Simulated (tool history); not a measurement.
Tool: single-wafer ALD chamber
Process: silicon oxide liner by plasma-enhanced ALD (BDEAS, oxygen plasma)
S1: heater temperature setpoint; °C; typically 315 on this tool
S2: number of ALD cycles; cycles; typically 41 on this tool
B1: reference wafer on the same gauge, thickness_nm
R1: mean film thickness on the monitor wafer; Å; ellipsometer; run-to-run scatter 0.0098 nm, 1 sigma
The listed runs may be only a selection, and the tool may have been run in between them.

{"run": 1, "hour": 0.0, "S1": 315, "S2": 41, "B1": 3.161, "R1": 39.38}
{"run": 2, "hour": 50.3, "S1": 315, "S2": 41, "B1": 3.161, "R1": 39.51}
{"run": 3, "hour": 135.8, "S1": 304, "S2": 41, "B1": 3.159, "R1": 40.05}
{"run": 4, "hour": 228.3, "S1": 304, "S2": 41, "B1": 3.157, "R1": 40.26}
{"run": 5, "hour": 456.0, "S1": 315, "S2": 41, "B1": 3.156, "R1": 39.5}
{"run": 6, "hour": 525.8, "S1": 315, "S2": 41, "B1": 3.162, "R1": 39.62}
{"run": 7, "hour": 609.7, "S1": 315, "S2": 41, "B1": 3.159, "R1": 39.84}
{"run": 8, "hour": 686.6, "S1": 315, "S2": 41, "B1": 3.158, "R1": 39.65}
{"run": 9, "hour": 753.7, "S1": 315, "S2": 41, "B1": 3.156, "R1": 39.55}
{"hour": 829.4, "done": "thermocouple changed; heater temperature recalibrated"}
{"run": 10, "hour": 852.9, "S1": 315, "S2": 41, "B1": 3.16, "R1": 39.12}
{"run": 11, "hour": 960.5, "S1": 315, "S2": 41, "B1": 3.16, "R1": 39.51}
{"run": 12, "hour": 1002.2, "S1": 315, "S2": 41, "B1": 3.16, "R1": 39.39}
{"run": 13, "hour": 1074.5, "S1": 315, "S2": 41, "B1": 3.159, "R1": 39.67}
{"run": 14, "hour": 1120.7, "S1": 315, "S2": 41, "B1": 3.16, "R1": 39.36}
{"run": 15, "hour": 1175.9, "S1": 315, "S2": 41, "B1": 3.161, "R1": 39.55}
{"run": 16, "hour": 1262.9, "S1": 318, "S2": 41, "B1": 3.158, "R1": 39.36}
{"run": 17, "hour": 1303.9, "S1": 318, "S2": 41, "B1": 3.161, "R1": 39.36}
{"run": 18, "hour": 1401.5, "S1": 310, "S2": 41, "B1": 3.161, "R1": 40.08}
{"run": 19, "hour": 1478.5, "S1": 310, "S2": 41, "B1": 3.158, "R1": 40.1}
{"run": 20, "hour": 1569.8, "S1": 315, "S2": 45, "B1": 3.157, "R1": 43.72}
{"hour": 1574.6, "done": "gauge calibrated"}
{"run": 21, "hour": 1650.3, "S1": 315, "S2": 43, "B1": 3.157, "R1": 41.72}
{"run": 22, "hour": 1718.3, "S1": 315, "S2": 43, "B1": 3.16, "R1": 41.65}
{"run": 23, "hour": 1797.4, "S1": 328, "S2": 33, "B1": 3.158, "R1": 31.29}
{"hour": 1876.6, "done": "thermocouple changed; heater temperature recalibrated"}
{"run": 24, "hour": 2026.6, "S1": 311, "S2": 37, "B1": 3.159, "R1": 35.73}
{"run": 25, "hour": 2082.3, "S1": 315, "S2": 41, "B1": 3.157, "R1": 39.53}
{"run": 26, "hour": 2174.6, "S1": 315, "S2": 41, "B1": 3.163, "R1": 39.55}
{"run": 27, "hour": 2267.9, "S1": 315, "S2": 41, "B1": 3.158, "R1": 39.44}
{"run": 28, "hour": 2350.0, "S1": 308, "S2": 36, "B1": 3.162, "R1": 35.13}
{"run": 29, "hour": 2437.8, "S1": 319, "S2": 43, "B1": 3.157, "R1": 41.18}
{"run": 30, "hour": 2537.8, "S1": 315, "S2": 41, "B1": 3.159, "R1": 39.6}
{"run": 31, "hour": 2597.8, "S1": 329, "S2": 41, "B1": 3.162, "R1": 38.91}
{"run": 32, "hour": 2651.3, "S1": 320, "S2": 35, "B1": 3.161, "R1": 33.62}
{"run": 33, "hour": 2794.7, "S1": 307, "S2": 33, "B1": 3.156, "R1": 32.55}
{"run": 34, "hour": 2863.7, "S1": 311, "S2": 36, "B1": 3.159, "R1": 34.99}
{"hour": 2930.0, "done": "thermocouple changed; heater temperature recalibrated"}
{"run": 35, "hour": 2957.9, "S1": 315, "S2": 41, "B1": 3.159, "R1": 39.23}
{"run": 36, "hour": 3020.9, "S1": 315, "S2": 41, "B1": 3.165, "R1": 39.41}
{"run": 37, "hour": 3068.0, "S1": 315, "S2": 37, "B1": 3.158, "R1": 35.45}
{"run": 38, "hour": 3171.1, "S1": 315, "S2": 41, "B1": 3.162, "R1": 39.38}
{"run": 39, "hour": 3235.2, "S1": 305, "S2": 41, "B1": 3.161, "R1": 40.16}
{"run": 40, "hour": 3313.3, "S1": 324, "S2": 35, "B1": 3.16, "R1": 33.28}
{"run": 41, "hour": 3420.3, "S1": 315, "S2": 41, "B1": 3.161, "R1": 39.48}
{"run": 42, "hour": 3524.9, "S1": 303, "S2": 48, "B1": 3.156, "R1": 47.66}
{"run": 43, "hour": 3602.9, "S1": 320, "S2": 45, "B1": 3.158, "R1": 43.13}
{"run": 44, "hour": 3690.2, "S1": 325, "S2": 36, "B1": 3.159, "R1": 34.16}
{"run": 45, "hour": 3791.4, "S1": 315, "S2": 36, "B1": 3.158, "R1": 34.83}
{"run": 46, "hour": 3890.2, "S1": 315, "S2": 41, "B1": 3.159, "R1": 39.7}
{"hour": 3991.4, "done": "gauge calibrated"}
{"hour": 3991.9, "done": "thermocouple changed; heater temperature recalibrated"}
{"run": 47, "hour": 4183.5, "S1": 315, "S2": 41, "B1": 3.16, "R1": 39.54}

State the hidden condition of the tool at each of the runs:
gauge reads high (%): 0 on each run
H1: wafer temperature above the value expected at the setpoint (K)
run=1 H1=-0.571
run=2 H1=-1.31
run=3 H1=-2.34
run=4 H1=-3.19
run=5 H1=-4.49
run=6 H1=-4.73
run=7 H1=-4.97
run=8 H1=-5.14
run=9 H1=-5.26
run=10 H1=-0.589
run=11 H1=-2.24
run=12 H1=-2.74
run=13 H1=-3.48
run=14 H1=-3.88
run=15 H1=-4.28
run=16 H1=-4.79
run=17 H1=-4.99
run=18 H1=-5.37
run=19 H1=-5.6
run=20 H1=-5.81
run=21 H1=-5.95
run=22 H1=-6.05
run=23 H1=-6.14
run=24 H1=-2.25
run=25 H1=-2.87
run=26 H1=-3.7
run=27 H1=-4.33
run=28 H1=-4.76
run=29 H1=-5.1
run=30 H1=-5.4
run=31 H1=-5.54
run=32 H1=-5.65
run=33 H1=-5.86
run=34 H1=-5.93
run=35 H1=0.253
run=36 H1=-0.764
run=37 H1=-1.41
run=38 H1=-2.53
run=39 H1=-3.06
run=40 H1=-3.59
run=41 H1=-4.14
run=42 H1=-4.52
run=43 H1=-4.74
run=44 H1=-4.93
run=45 H1=-5.09
run=46 H1=-5.21
run=47 H1=-2.76

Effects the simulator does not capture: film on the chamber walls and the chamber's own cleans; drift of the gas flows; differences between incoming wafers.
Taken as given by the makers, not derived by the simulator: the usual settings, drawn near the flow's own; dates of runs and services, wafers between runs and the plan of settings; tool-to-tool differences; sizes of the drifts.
